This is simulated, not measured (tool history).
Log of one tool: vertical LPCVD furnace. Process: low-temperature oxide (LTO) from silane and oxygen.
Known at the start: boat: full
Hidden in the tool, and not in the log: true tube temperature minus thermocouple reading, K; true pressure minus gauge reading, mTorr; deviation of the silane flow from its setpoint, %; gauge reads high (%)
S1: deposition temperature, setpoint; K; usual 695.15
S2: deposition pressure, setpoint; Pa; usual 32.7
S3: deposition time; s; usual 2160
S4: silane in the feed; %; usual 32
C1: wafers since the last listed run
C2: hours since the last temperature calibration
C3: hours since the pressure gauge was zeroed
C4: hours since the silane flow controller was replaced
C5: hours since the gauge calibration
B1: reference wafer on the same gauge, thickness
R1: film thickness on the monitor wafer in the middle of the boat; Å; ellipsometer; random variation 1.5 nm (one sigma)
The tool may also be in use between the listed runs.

run    hour      S1    S2    S3  S4    C1      C2      C3      C4      C5      B1      R1
  1       0  695.15  32.7  2160  32     0  2304.5  2890.7  5188.5  1584.7  377.97  3580.5
  2    84.9  695.15  32.7  2160  32  1790  2389.4  2975.6  5273.4  1669.6   378.1  3577.1
  3   146.3  695.15  27.3  2160  32  1295  2450.8    3037  5334.8    1731  377.93    3002
  4   193.4  695.15  27.3  2160  32   993  2497.9  3084.1  5381.9  1778.1  378.02  3044.9
  5   301.3  691.15  32.7  2160  32  2275  2605.8    3192  5489.8    1886  377.77  3437.1
  6   369.4  695.15    30  2160  32  1436  2673.9  3260.1  5557.9  1954.1  377.75  3310.2
  7   465.7  695.15    30  2160  32  2031  2770.2  3356.4  5654.2  2050.4  377.92  3322.7
  8   545.5  695.15    30  2160  32  1683    2850  3436.2    5734  2130.2  377.94  3289.7
  9   632.1  695.15  32.7  2160  32  1826  2936.6  3522.8  5820.6  2216.8  377.99  3538.9
 10   695.6  695.15  32.7  2160  32  1339  3000.1  3586.3  5884.1  2280.3  377.54    3560
 11   731.7  695.15  32.7  2160  32   761  3036.2  3622.4  5920.2  2316.4  378.26  3571.9
 12     809  695.15  32.7  2160  32  1630  3113.5  3699.7  5997.5  2393.7  378.18  3557.3
        847  -- gauge calibrated
 13   895.8  695.15  32.7  2160  32  1830  3200.3  3786.5  6084.3    48.8  377.95  3571.2
      935.7  -- thermocouples replaced and temperature profile calibrated
 14   949.9  695.15  32.7  2160  32   634    14.2  3840.6  6138.4   102.9  378.17  3556.9
 15  1026.8  695.15  32.7  2160  32  1621    91.1  3917.5  6215.3   179.8  378.48  3594.2

The next listed run, before its measurement:
     1065.6  -- pressure gauge zeroed
 16  1196.1  702.15  26.7  1470  26  3064  260.4  130.5  6384.6  349.1   ?   ?

B1: 377.95
R1: 1508.8 Å
Without the tool's hidden state the same run would have given R1 1612.6 Å.
